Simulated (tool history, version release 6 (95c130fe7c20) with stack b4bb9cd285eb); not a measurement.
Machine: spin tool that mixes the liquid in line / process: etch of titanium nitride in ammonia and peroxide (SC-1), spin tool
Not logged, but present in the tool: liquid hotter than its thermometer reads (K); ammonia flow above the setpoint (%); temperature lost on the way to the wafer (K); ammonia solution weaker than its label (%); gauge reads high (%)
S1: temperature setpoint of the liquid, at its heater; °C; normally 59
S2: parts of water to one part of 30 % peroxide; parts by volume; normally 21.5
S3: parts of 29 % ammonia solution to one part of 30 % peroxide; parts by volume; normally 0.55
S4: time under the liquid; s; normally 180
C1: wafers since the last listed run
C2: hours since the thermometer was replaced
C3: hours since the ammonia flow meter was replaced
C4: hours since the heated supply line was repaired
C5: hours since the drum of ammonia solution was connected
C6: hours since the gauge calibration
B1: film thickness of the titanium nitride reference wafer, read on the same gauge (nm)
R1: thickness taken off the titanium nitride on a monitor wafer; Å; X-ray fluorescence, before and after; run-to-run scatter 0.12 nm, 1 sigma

run	hour	S1	S2	S3	S4	C1	C2	C3	C4	C5	C6	B1	R1
1	0	59	17.5	0.55	180	0	1427.9	933.9	768.1	151.4	455.5	50.01	168.3
2	84	59	17.5	0.55	180	494	1511.9	1017.9	852.1	235.4	539.5	50.01	169.6
3	120.8	59	17.5	0.55	180	216	1548.7	1054.7	888.9	272.2	576.3	49.99	167.8
4	217.6	59	21.5	0.45	180	569	1645.5	1151.5	985.7	369	673.1	49.99	143.6
# hour 226.1: new drum of ammonia solution connected
5	282.6	59	21.5	0.55	180	376	1710.5	1216.5	1050.7	56.5	738.1	50	151.8
6	329.4	59	21.5	0.55	215	275	1757.3	1263.3	1097.5	103.3	784.9	50.01	179.1
7	385.9	59	21.5	0.55	180	332	1813.8	1319.8	1154	159.8	841.4	50.01	152.6
8	423.2	59	21.5	0.55	180	219	1851.1	1357.1	1191.3	197.1	878.7	50.02	150.9
9	529.1	59	21.5	0.55	180	623	1957	1463	1297.2	303	984.6	49.98	149.9
# hour 549.9: gauge calibrated
10	576.5	63	21.5	0.65	105	279	2004.4	1510.4	1344.6	350.4	26.6	50.02	117.5
# hour 586.9: new drum of ammonia solution connected
11	627.6	56	27	0.65	110	294	2055.5	1561.5	1395.7	40.7	77.7	49.99	68.7
12	710.8	54.5	31	0.4	285	489	2138.7	1644.7	1478.9	123.9	160.9	50	135.9
13	907.9	59	32.5	0.55	180	1160	2335.8	1841.8	1676	321	358	49.98	120.1
# hour 937: thermometer replaced
14	946.3	65.5	14.5	0.65	105	220	9.3	1880.2	1714.4	359.4	396.4	50	172.1
# hour 948: new drum of ammonia solution connected
# hour 1006.4: heated supply line repaired
15	1023.5	59	21.5	0.55	180	442	86.5	1957.4	17.1	75.5	473.6	50.01	151.8
16	1105.5	59	21.5	0.55	180	482	168.5	2039.4	99.1	157.5	555.6	49.99	149.9
# hour 1149.5: ammonia flow meter replaced
17	1211.2	59	21.5	0.55	180	616	274.2	61.7	204.8	263.2	661.3	49.97	148.9
18	1309.1	65	28.5	0.55	180	576	372.1	159.6	302.7	361.1	759.2	49.99	188.5
# hour 1327.7: new drum of ammonia solution connected
19	1555.3	65	21.5	0.35	210	1443	618.3	405.8	548.9	227.6	1005.4	50	238.3

Each row is a separate what-if for the run after 19, all from the same tool condition, not one after another. Results?
A	1555.8	59	13	0.55	180	2	618.8	406.3	549.4	228.1	1005.9	?	?
B	1555.8	55.5	25	0.55	235	2	618.8	406.3	549.4	228.1	1005.9	?	?
C	1555.8	55.5	21.5	0.75	180	2	618.8	406.3	549.4	228.1	1005.9	?	?
D	1555.8	53	24.5	0.3	80	2	618.8	406.3	549.4	228.1	1005.9	?	?

run	B1	R1
A	50	196.6
B	50	141.7
C	50	125
D	50	36.7
Take away the tool's hidden state, keep each run's random variation, and the runs would have read:
run	R1
A	196.6
B	141.7
C	125
D	36.7

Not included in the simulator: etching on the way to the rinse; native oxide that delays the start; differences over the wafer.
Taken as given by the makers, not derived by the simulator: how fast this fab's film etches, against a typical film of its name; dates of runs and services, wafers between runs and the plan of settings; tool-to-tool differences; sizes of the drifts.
